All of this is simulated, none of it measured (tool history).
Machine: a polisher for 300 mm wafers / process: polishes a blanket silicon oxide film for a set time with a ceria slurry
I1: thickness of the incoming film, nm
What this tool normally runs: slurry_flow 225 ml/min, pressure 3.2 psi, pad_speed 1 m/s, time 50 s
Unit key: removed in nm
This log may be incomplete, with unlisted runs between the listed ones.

{"run": 1, "hour": 0.0, "slurry_flow": 160, "pressure": 4, "pad_speed": 1, "time": 50, "I1": 1890.5, "removed": 323.6}
{"run": 2, "hour": 11.2, "slurry_flow": 160, "pressure": 4, "pad_speed": 1, "time": 50, "I1": 1868.3, "removed": 323.6}
{"run": 3, "hour": 18.3, "slurry_flow": 225, "pressure": 3.2, "pad_speed": 1, "time": 50, "I1": 1859.1, "removed": 265.7}
{"run": 4, "hour": 31.0, "slurry_flow": 225, "pressure": 3.2, "pad_speed": 1, "time": 50, "I1": 1879.7, "removed": 271}
{"run": 5, "hour": 48.9, "slurry_flow": 225, "pressure": 3.2, "pad_speed": 1, "time": 50, "I1": 1884, "removed": 265.8}
{"run": 6, "hour": 57.0, "slurry_flow": 265, "pressure": 3.2, "pad_speed": 1, "time": 50, "I1": 1882.3, "removed": 269.5}
{"run": 7, "hour": 74.5, "slurry_flow": 265, "pressure": 3.2, "pad_speed": 1, "time": 50, "I1": 1912.1, "removed": 269.6}
{"run": 8, "hour": 85.0, "slurry_flow": 225, "pressure": 3.2, "pad_speed": 1, "time": 50, "I1": 1910.7, "removed": 265.2}
{"run": 9, "hour": 100.6, "slurry_flow": 175, "pressure": 3.2, "pad_speed": 1, "time": 50, "I1": 1910, "removed": 257.3}
{"run": 10, "hour": 113.4, "slurry_flow": 175, "pressure": 3.2, "pad_speed": 1, "time": 50, "I1": 1858.5, "removed": 258.2}
{"hour": 124.6, "done": "worn pad replaced by a new one"}
{"run": 11, "hour": 125.1, "slurry_flow": 175, "pressure": 3.2, "pad_speed": 1, "time": 50, "I1": 1862.5, "removed": 262.8}
{"run": 12, "hour": 132.6, "slurry_flow": 225, "pressure": 3.2, "pad_speed": 1, "time": 50, "I1": 1904.4, "removed": 271.6}
{"run": 13, "hour": 138.7, "slurry_flow": 225, "pressure": 3.2, "pad_speed": 1, "time": 50, "I1": 1869.6, "removed": 271.9}
{"hour": 168.6, "done": "head pressure recalibrated"}
{"run": 14, "hour": 179.0, "slurry_flow": 225, "pressure": 3.2, "pad_speed": 1, "time": 50, "I1": 1883.5, "removed": 269.5}
{"run": 15, "hour": 186.3, "slurry_flow": 225, "pressure": 3.2, "pad_speed": 1, "time": 50, "I1": 1869.8, "removed": 267.2}
{"run": 16, "hour": 194.8, "slurry_flow": 225, "pressure": 2.9, "pad_speed": 0.72, "time": 50, "I1": 1905, "removed": 199}
{"run": 17, "hour": 201.5, "slurry_flow": 160, "pressure": 3.5, "pad_speed": 0.76, "time": 34, "I1": 1884.3, "removed": 163.5}
{"run": 18, "hour": 216.1, "slurry_flow": 225, "pressure": 3.6, "pad_speed": 1.1, "time": 50, "I1": 1873.4, "removed": 318.2}
{"hour": 219.0, "done": "slurry nozzle cleaned"}
{"run": 19, "hour": 224.9, "slurry_flow": 225, "pressure": 3.2, "pad_speed": 0.86, "time": 50, "I1": 1864.1, "removed": 238.9}
{"run": 20, "hour": 234.6, "slurry_flow": 225, "pressure": 3.2, "pad_speed": 1, "time": 50, "I1": 1915.6, "removed": 264.5}
{"run": 21, "hour": 244.2, "slurry_flow": 250, "pressure": 3.2, "pad_speed": 1, "time": 45, "I1": 1867.6, "removed": 242.2}
{"run": 22, "hour": 252.8, "slurry_flow": 225, "pressure": 3.2, "pad_speed": 1, "time": 50, "I1": 1859.9, "removed": 263}
{"run": 23, "hour": 269.1, "slurry_flow": 260, "pressure": 4.1, "pad_speed": 1, "time": 50, "I1": 1894.9, "removed": 342}
{"run": 24, "hour": 279.9, "slurry_flow": 225, "pressure": 2.2, "pad_speed": 1, "time": 43, "I1": 1881.8, "removed": 155.2}
{"run": 25, "hour": 296.5, "slurry_flow": 225, "pressure": 3.2, "pad_speed": 1, "time": 50, "I1": 1895.5, "removed": 263.9}
{"run": 26, "hour": 303.5, "slurry_flow": 185, "pressure": 2.4, "pad_speed": 1.24, "time": 33, "I1": 1843.7, "removed": 145.6}
{"hour": 316.4, "done": "worn pad replaced by a new one, of another model than before"}
{"run": 27, "hour": 316.9, "slurry_flow": 300, "pressure": 3.2, "pad_speed": 1, "time": 50, "I1": 1901.4, "removed": 275.4}
{"run": 28, "hour": 329.8, "slurry_flow": 225, "pressure": 3.2, "pad_speed": 1, "time": 50, "I1": 1885.3, "removed": 274.5}
{"run": 29, "hour": 347.4, "slurry_flow": 225, "pressure": 3.2, "pad_speed": 1.2, "time": 35, "I1": 1878.8, "removed": 203.5}
{"run": 30, "hour": 365.1, "slurry_flow": 225, "pressure": 3.2, "pad_speed": 1, "time": 50, "I1": 1914, "removed": 266.1}
{"run": 31, "hour": 382.1, "slurry_flow": 225, "pressure": 2.6, "pad_speed": 0.82, "time": 66, "I1": 1886.7, "removed": 295.3}
{"run": 32, "hour": 391.0, "slurry_flow": 225, "pressure": 2.2, "pad_speed": 1, "time": 50, "I1": 1847.5, "removed": 219.4}
{"run": 33, "hour": 403.5, "slurry_flow": 225, "pressure": 3.2, "pad_speed": 1.26, "time": 59, "I1": 1879.1, "removed": 344.3}
{"run": 34, "hour": 416.5, "slurry_flow": 165, "pressure": 3.2, "pad_speed": 1, "time": 50, "I1": 1870.7, "removed": 261.7}
{"run": 35, "hour": 428.2, "slurry_flow": 225, "pressure": 3.2, "pad_speed": 0.72, "time": 42, "I1": 1854.9, "removed": 201.1}
{"run": 36, "hour": 439.3, "slurry_flow": 160, "pressure": 4, "pad_speed": 1, "time": 50, "I1": 1853.2, "removed": 298}

What if the next run were any one of these 5? Each begins from the tool's condition after run 36:
{"run": "A", "hour": 439.7, "slurry_flow": 225, "pressure": 3.2, "pad_speed": 1, "time": 57, "I1": 1885.2, "removed": "?"}
{"run": "B", "hour": 439.7, "slurry_flow": 225, "pressure": 2.4, "pad_speed": 1, "time": 50, "I1": 1885.2, "removed": "?"}
{"run": "C", "hour": 439.7, "slurry_flow": 195, "pressure": 3.2, "pad_speed": 1, "time": 42, "I1": 1885.2, "removed": "?"}
{"run": "D", "hour": 439.7, "slurry_flow": 150, "pressure": 2.8, "pad_speed": 0.64, "time": 64, "I1": 1885.2, "removed": "?"}
{"run": "E", "hour": 439.7, "slurry_flow": 225, "pressure": 3.2, "pad_speed": 0.82, "time": 50, "I1": 1885.2, "removed": "?"}

run=A removed=301.1
run=B removed=224.3
run=C removed=219.8
run=D removed=265.7
run=E removed=247.3
Stripped of hidden state, with their random variation kept, the same runs would have yielded:
run=A removed=309.1
run=B removed=230.3
run=C removed=225.7
run=D removed=272.8
run=E removed=253.8
